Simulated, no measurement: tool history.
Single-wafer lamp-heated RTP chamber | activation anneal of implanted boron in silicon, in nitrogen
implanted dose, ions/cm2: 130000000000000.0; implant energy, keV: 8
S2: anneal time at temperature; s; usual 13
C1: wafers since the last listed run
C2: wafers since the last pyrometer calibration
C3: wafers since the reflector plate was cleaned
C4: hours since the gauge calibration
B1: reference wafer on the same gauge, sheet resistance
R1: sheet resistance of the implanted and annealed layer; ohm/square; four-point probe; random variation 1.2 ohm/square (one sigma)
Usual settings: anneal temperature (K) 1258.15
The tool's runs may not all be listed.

Run 1, hour 0: usual settings but S2 18 s; C1 0; C2 2732; C3 8310; C4 268.1; B1 842.02. Result: R1 767.65 ohm/square.
Run 2, hour 35.4: usual settings but S2 10 s; C1 284; C2 3016; C3 8594; C4 303.5; B1 842.03. Result: R1 767.43 ohm/square.
Run 3, hour 64.8: usual settings but S2 10 s; C1 236; C2 3253; C3 8831; C4 332.9; B1 841.61. Result: R1 768.65 ohm/square.
Run 4, hour 80.4: usual settings but S2 10 s; C1 125; C2 3378; C3 8956; C4 348.5; B1 841.95. Result: R1 768.84 ohm/square.
Run 5, hour 108.4: usual settings but S2 11 s; C1 225; C2 3604; C3 9182; C4 376.5; B1 842.19. Result: R1 764.64 ohm/square.
Run 6, hour 121.5: usual settings but anneal temperature (K) 1269.15; C1 105; C2 3709; C3 9287; C4 389.6; B1 841.96. Result: R1 764.7 ohm/square.
Run 7, hour 149.2: usual settings but anneal temperature (K) 1269.15; C1 222; C2 3932; C3 9510; C4 417.3; B1 841.96. Result: R1 766.16 ohm/square.
At hour 149.9: gauge calibrated.
Run 8, hour 168.7: usual settings; C1 156; C2 4089; C3 9667; C4 18.8; B1 841.94. Result: R1 766.32 ohm/square.
Run 9, hour 188.1: usual settings; C1 156; C2 4245; C3 9823; C4 38.2; B1 842.02. Result: R1 767.89 ohm/square.
Run 10, hour 201.3: usual settings; C1 106; C2 4351; C3 9929; C4 51.4; B1 841.63. Result: R1 766.2 ohm/square.
Run 11, hour 213.6: usual settings but anneal temperature (K) 1277.15; C1 98; C2 4450; C3 10028; C4 63.7; B1 842.22. Result: R1 764.55 ohm/square.
Run 12, hour 230.9: usual settings but anneal temperature (K) 1277.15; C1 139; C2 4589; C3 10167; C4 81; B1 841.97. Result: R1 762.75 ohm/square.
Run 13, hour 249.5: usual settings but anneal temperature (K) 1277.15; C1 149; C2 4739; C3 10316; C4 99.6; B1 841.91. Result: R1 762.25 ohm/square.
At hour 265.3: reflector plate cleaned.
Run 14, hour 271.8: usual settings but S2 16 s; C1 115; C2 4854; C3 51; C4 121.9; B1 842.01. Result: R1 766.15 ohm/square.
Run 15, hour 304.5: usual settings but S2 16 s; C1 263; C2 5117; C3 314; C4 154.6; B1 841.86. Result: R1 765.18 ohm/square.
Run 16, hour 317.7: usual settings but S2 16 s; C1 106; C2 5223; C3 421; C4 167.8; B1 842.02. Result: R1 765.89 ohm/square.
Run 17, hour 332.3: usual settings but anneal temperature (K) 1272.15; C1 117; C2 5340; C3 538; C4 182.4; B1 842.2. Result: R1 763.47 ohm/square.
Run 18, hour 347: usual settings but anneal temperature (K) 1286.15, S2 11 s; C1 118; C2 5458; C3 656; C4 197.1; B1 841.57. Result: R1 765.34 ohm/square.
Run 19, hour 435: usual settings; C1 707; C2 6166; C3 1364; C4 285.1; B1 842.17. Result: R1 768.08 ohm/square.
Run 20, hour 451.7: usual settings but anneal temperature (K) 1233.15, S2 10 s; C1 134; C2 6301; C3 1498; C4 301.8; B1 841.84. Result: R1 782.57 ohm/square.
Run 21, hour 471.7: usual settings but anneal temperature (K) 1269.15, S2 8 s; C1 160; C2 6461; C3 1659; C4 321.8; B1 842.16. Result: R1 765.33 ohm/square.
Run 22, hour 501: usual settings; C1 235; C2 6697; C3 1895; C4 351.1; B1 842.02. Result: R1 767.83 ohm/square.
Run 23, hour 524.1: usual settings but S2 16 s; C1 185; C2 6883; C3 2081; C4 374.2; B1 842.13. Result: R1 764.7 ohm/square.
Run 24, hour 542.8: usual settings but anneal temperature (K) 1270.15, S2 19 s; C1 150; C2 7033; C3 2231; C4 392.9; B1 841.96. Result: R1 764.69 ohm/square.
At hour 560.8: gauge calibrated.
At hour 568.1: pyrometer window cleaned and pyrometer calibrated.
Run 25, hour 572.4: usual settings but anneal temperature (K) 1245.15, S2 6 s; C1 173; C2 34; C3 2405; C4 11.6; B1 842.02. Result: R1 780.37 ohm/square.
Run 26, hour 604.6: usual settings but anneal temperature (K) 1274.15, S2 10 s; C1 258; C2 293; C3 2664; C4 43.8; B1 842.08. Result: R1 764.4 ohm/square.
Run 27, hour 622: usual settings but anneal temperature (K) 1240.15; C1 139; C2 433; C3 2804; C4 61.2; B1 841.81. Result: R1 781.71 ohm/square.
Run 28, hour 651.6: usual settings but anneal temperature (K) 1232.15, S2 18 s; C1 238; C2 671; C3 3042; C4 90.8; B1 842.1. Result: R1 787.27 ohm/square.
Run 29, hour 667.1: usual settings; C1 124; C2 796; C3 3167; C4 106.3; B1 842.08. Result: R1 768.69 ohm/square.
Run 30, hour 697.4: usual settings but anneal temperature (K) 1271.15, S2 5 s; C1 243; C2 1040; C3 3410; C4 136.6; B1 841.9. Result: R1 767.27 ohm/square.
Run 31, hour 713.5: usual settings but anneal temperature (K) 1280.15, S2 16 s; C1 129; C2 1169; C3 3540; C4 152.7; B1 841.97. Result: R1 764.87 ohm/square.
Run 32, hour 748.6: usual settings but anneal temperature (K) 1242.15, S2 15 s; C1 282; C2 1452; C3 3822; C4 187.8; B1 842.1. Result: R1 773.97 ohm/square.
Run 33, hour 762.3: usual settings; C1 110; C2 1562; C3 3932; C4 201.5; B1 842.09. Result: R1 766.99 ohm/square.

Forecast each of these 5 alternatives for the next run:
Run A, hour 762.7: usual settings but S2 6 s; C1 3; C2 1565; C3 3936; C4 201.9; B1 ?. Result: R1 ?.
Run B, hour 762.7: usual settings but anneal temperature (K) 1230.15, S2 5 s; C1 3; C2 1565; C3 3936; C4 201.9; B1 ?. Result: R1 ?.
Run C, hour 762.7: usual settings but anneal temperature (K) 1279.15, S2 6 s; C1 3; C2 1565; C3 3936; C4 201.9; B1 ?. Result: R1 ?.
Run D, hour 762.7: usual settings but anneal temperature (K) 1283.15; C1 3; C2 1565; C3 3936; C4 201.9; B1 ?. Result: R1 ?.
Run E, hour 762.7: usual settings but anneal temperature (K) 1267.15, S2 6 s; C1 3; C2 1565; C3 3936; C4 201.9; B1 ?. Result: R1 ?.

run     B1      R1
  A  842.2  770.61
  B  842.2  796.21
  C  842.2  765.78
  D  842.2  764.07
  E  842.2  767.82
Without the tool's hidden state the same runs would have given:
run      R1
  A  774.56
  B  813.78
  C  767.03
  D  764.85
  E  770.37
